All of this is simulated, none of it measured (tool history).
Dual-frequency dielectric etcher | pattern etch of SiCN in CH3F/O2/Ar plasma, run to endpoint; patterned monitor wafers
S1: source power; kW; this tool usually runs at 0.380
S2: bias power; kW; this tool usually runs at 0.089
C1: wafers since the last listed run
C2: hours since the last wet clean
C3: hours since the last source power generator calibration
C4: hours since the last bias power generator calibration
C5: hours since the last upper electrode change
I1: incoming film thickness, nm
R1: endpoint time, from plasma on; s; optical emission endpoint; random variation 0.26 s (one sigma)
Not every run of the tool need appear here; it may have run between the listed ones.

run,day,S1,S2,C1,C2,C3,C4,C5,I1,R1
1,0.000,0.350,0.089,0,580.3,2983.5,2927.3,4859.5,11.42,30.5
2,2.138,0.350,0.089,555,631.6,3034.8,2978.6,4910.8,11.46,30.7
3,4.800,0.440,0.089,691,695.5,3098.7,3042.5,4974.7,11.59,28.6
# day 8.617: wet clean of the chamber
4,8.638,0.440,0.089,736,0.5,3190.8,3134.6,5066.8,11.56,26.7
5,11.458,0.440,0.089,732,68.2,3258.5,3202.3,5134.5,11.52,26.8
6,15.371,0.380,0.089,1016,162.1,3352.4,3296.2,5228.4,11.43,28.9
7,24.788,0.380,0.089,2445,388.1,3578.4,3522.2,5454.4,11.57,29.4
8,27.154,0.380,0.089,614,444.9,3635.2,3579.0,5511.2,11.57,29.5
# day 28.408: upper electrode replaced
9,31.242,0.380,0.089,801,543.0,3733.3,3677.1,68.0,11.44,29.6
10,35.633,0.380,0.089,1140,648.4,3838.7,3782.5,173.4,11.44,29.4
11,40.046,0.380,0.089,1145,754.3,3944.6,3888.4,279.3,11.51,30.3
# day 43.400: wet clean of the chamber
12,43.421,0.380,0.089,616,0.5,4025.6,3969.4,360.3,11.55,28.8
# day 45.642: bias power generator calibrated
13,54.883,0.290,0.095,2933,275.6,4300.7,221.8,635.4,11.56,31.6
14,57.404,0.380,0.095,654,336.1,4361.2,282.3,695.9,11.66,28.3
15,59.117,0.380,0.089,444,377.2,4402.3,323.4,737.0,11.52,29.4
16,61.483,0.380,0.089,614,434.0,4459.1,380.2,793.8,11.58,29.6
17,65.750,0.330,0.105,1108,536.4,4561.5,482.6,896.2,11.43,29.0
# day 70.596: wet clean of the chamber
18,70.617,0.380,0.089,1004,0.5,4678.3,599.4,1013.0,11.55,28.5
# day 72.192: source power generator calibrated
19,73.938,0.380,0.089,819,80.2,41.9,679.1,1092.7,11.60,28.9
20,77.392,0.380,0.089,897,163.1,124.8,762.0,1175.6,11.59,29.3
21,80.158,0.450,0.069,718,229.5,191.2,828.4,1242.0,11.59,30.7
22,83.608,0.320,0.089,896,312.3,274.0,911.2,1324.8,11.65,32.0
23,87.829,0.380,0.089,1096,413.6,375.3,1012.5,1426.1,11.48,29.0
24,90.654,0.290,0.100,733,481.4,443.1,1080.3,1493.9,11.49,30.8
25,94.425,0.410,0.074,979,571.9,533.6,1170.8,1584.4,11.45,31.4
26,96.333,0.380,0.089,495,617.7,579.4,1216.6,1630.2,11.53,29.8
27,99.083,0.380,0.089,714,683.7,645.4,1282.6,1696.2,11.50,30.0
28,101.175,0.310,0.110,543,733.9,695.6,1332.8,1746.4,11.38,28.7
# day 102.558: wet clean of the chamber
29,103.738,0.290,0.079,405,28.3,757.1,1394.3,1807.9,11.50,34.3
30,106.146,0.470,0.110,625,86.1,814.9,1452.1,1865.7,11.66,24.3
31,107.988,0.310,0.100,478,130.3,859.1,1496.3,1909.9,11.45,29.8
32,111.758,0.380,0.072,979,220.8,949.6,1586.8,2000.4,11.54,33.1
33,116.025,0.380,0.089,1108,323.2,1052.0,1689.2,2102.8,11.47,29.7
34,119.425,0.340,0.110,883,404.8,1133.6,1770.8,2184.4,11.59,27.6

For each entry between runs, how does the tool's hidden state at the last listed run before it compare with that at the first listed run after it?
Run 3 -> run 4: wet clean of the chamber (day 8.617)
  etch rate over this chamber's usual, %: -4.11 -> 0.452
  what was measured, less what the result would be without the hidden state, R1: +1.2 -> -0.1 s
Run 8 -> run 9: upper electrode replaced (day 28.408)
  etch rate over this chamber's usual, %: -2.28 -> -2.89
  what was measured, less what the result would be without the hidden state, R1: +0.7 -> +0.8 s
Run 11 -> run 12: wet clean of the chamber (day 43.400)
  etch rate over this chamber's usual, %: -4.19 -> 0.225
  what was measured, less what the result would be without the hidden state, R1: +1.2 -> +0.0 s
Run 12 -> run 13: bias power generator calibrated (day 45.642)
  etch rate over this chamber's usual, %: 0.225 -> -1.47
  what was measured, less what the result would be without the hidden state, R1: +0.0 -> +0.5 s
Run 17 -> run 18: wet clean of the chamber (day 70.596)
  etch rate over this chamber's usual, %: -3.07 -> 0.049
  what was measured, less what the result would be without the hidden state, R1: +0.9 -> +0.0 s
Run 18 -> run 19: source power generator calibrated (day 72.192)
  etch rate over this chamber's usual, %: 0.049 -> -0.442
  what was measured, less what the result would be without the hidden state, R1: +0.0 -> +0.2 s
Run 28 -> run 29: wet clean of the chamber (day 102.558)
  etch rate over this chamber's usual, %: -4.47 -> -1.28
  what was measured, less what the result would be without the hidden state, R1: +1.2 -> +0.4 s
